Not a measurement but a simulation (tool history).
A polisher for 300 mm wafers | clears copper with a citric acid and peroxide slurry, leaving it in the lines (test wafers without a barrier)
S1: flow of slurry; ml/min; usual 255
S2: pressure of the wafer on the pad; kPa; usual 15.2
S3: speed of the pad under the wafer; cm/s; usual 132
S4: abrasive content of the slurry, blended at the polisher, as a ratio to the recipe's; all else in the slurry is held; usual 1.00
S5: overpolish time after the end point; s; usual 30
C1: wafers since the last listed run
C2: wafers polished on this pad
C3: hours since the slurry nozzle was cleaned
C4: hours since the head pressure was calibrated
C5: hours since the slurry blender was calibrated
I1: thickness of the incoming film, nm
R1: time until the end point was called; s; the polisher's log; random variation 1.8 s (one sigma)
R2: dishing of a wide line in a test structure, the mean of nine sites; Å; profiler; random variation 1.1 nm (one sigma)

run	day	S1	S2	S3	S4	S5	C1	C2	C3	C4	C5	I1	R1	R2
1	0.000	255	15.2	146	1.00	40	0	2016	308.3	953.2	195.5	286.5	108.6	604
# day 1.942: worn pad replaced by a new one
2	2.108	255	15.2	146	1.00	40	250	21	358.9	1003.8	246.1	283.0	109.1	597
3	4.546	255	15.2	146	1.00	40	314	335	417.4	1062.3	304.6	289.3	111.4	578
4	6.121	255	15.2	132	1.00	30	203	538	455.2	1100.1	342.4	285.3	123.4	431
5	7.825	255	15.2	132	1.00	30	219	758	496.1	1141.0	383.3	286.2	127.1	438
# day 8.842: slurry blender recalibrated
# day 12.029: slurry nozzle cleaned
6	16.508	255	15.2	132	1.00	30	1103	1862	107.5	1349.4	184.0	283.6	118.7	439
# day 17.162: head pressure recalibrated
7	17.825	255	15.2	132	1.00	30	159	2021	139.1	15.9	215.6	287.2	116.5	476
# day 18.154: worn pad replaced by a new one
8	20.521	255	15.2	132	1.00	30	326	305	203.8	80.6	280.3	287.0	120.4	470
9	21.829	255	15.2	132	1.00	30	168	473	235.2	112.0	311.7	287.7	123.6	454
10	23.050	255	15.2	132	1.00	30	157	631	264.5	141.3	341.0	281.4	118.7	461
11	24.329	255	15.2	88	1.15	16	164	796	295.2	172.0	371.7	281.4	171.0	191
12	25.725	255	15.2	132	0.80	40	180	976	328.7	205.5	405.2	285.0	129.9	521
# day 27.317: slurry blender recalibrated
13	28.221	280	13.1	132	0.75	17	311	1287	388.6	265.4	21.7	289.1	152.1	229
14	29.921	255	15.2	94	1.00	39	219	1506	429.4	306.2	62.5	286.0	164.3	428
# day 32.275: worn pad replaced by a new one
15	32.908	180	15.2	172	1.00	30	363	81	501.1	377.9	134.2	284.9	103.5	498
16	35.004	255	15.2	132	1.00	43	270	351	551.4	428.2	184.5	287.9	123.6	588
# day 36.196: slurry nozzle cleaned
17	36.221	280	15.2	146	1.00	30	151	503	0.6	457.4	213.7	282.1	101.6	512
18	39.079	255	15.2	96	1.00	20	368	872	69.2	526.0	282.3	284.4	157.7	248
19	41.800	255	17.2	132	1.00	30	350	1222	134.5	591.3	347.6	283.2	105.1	513
20	43.600	255	15.2	132	1.00	30	232	1455	177.7	634.5	390.8	284.2	116.1	460
# day 44.538: slurry blender recalibrated
21	46.404	165	15.2	132	1.10	38	350	1806	245.0	701.8	44.8	289.3	135.1	512
# day 47.121: worn pad replaced by a new one
22	47.475	255	15.2	132	1.00	22	116	45	270.7	727.5	70.5	286.8	122.8	340
23	50.296	255	15.2	168	1.00	30	363	409	338.4	795.2	138.2	287.5	98.3	545
24	58.996	255	15.2	132	1.00	30	1122	1531	547.2	1004.0	347.0	289.5	123.6	439
# day 59.583: slurry blender recalibrated
25	61.142	255	20.0	132	1.00	30	266	1797	598.7	1055.5	37.4	288.5	98.9	538
26	62.262	255	15.2	168	1.00	30	144	1942	625.6	1082.4	64.3	280.4	98.5	506
# day 63.229: worn pad replaced by a new one
27	63.404	290	15.2	132	0.75	46	125	22	653.0	1109.8	91.7	289.3	141.1	597

5 ways to go on from here, each from the tool as it stands after run 27. What would each give?
A	63.425	190	15.2	132	1.00	30	2	25	653.5	1110.3	92.2	282.3	?	?
B	63.425	255	11.7	174	1.15	30	2	25	653.5	1110.3	92.2	282.3	?	?
C	63.425	225	15.2	88	1.00	30	2	25	653.5	1110.3	92.2	282.3	?	?
D	63.425	300	10.3	120	1.20	30	2	25	653.5	1110.3	92.2	282.3	?	?
E	63.425	170	15.2	132	1.20	30	2	25	653.5	1110.3	92.2	282.3	?	?

run	R1	R2
A	137.6	395
B	120.1	430
C	194.2	296
D	185.8	299
E	135.7	400
Without the tool's hidden state the same runs would have given:
run	R1	R2
A	118.8	445
B	107.8	467
C	171.7	329
D	169.4	323
E	115.1	456
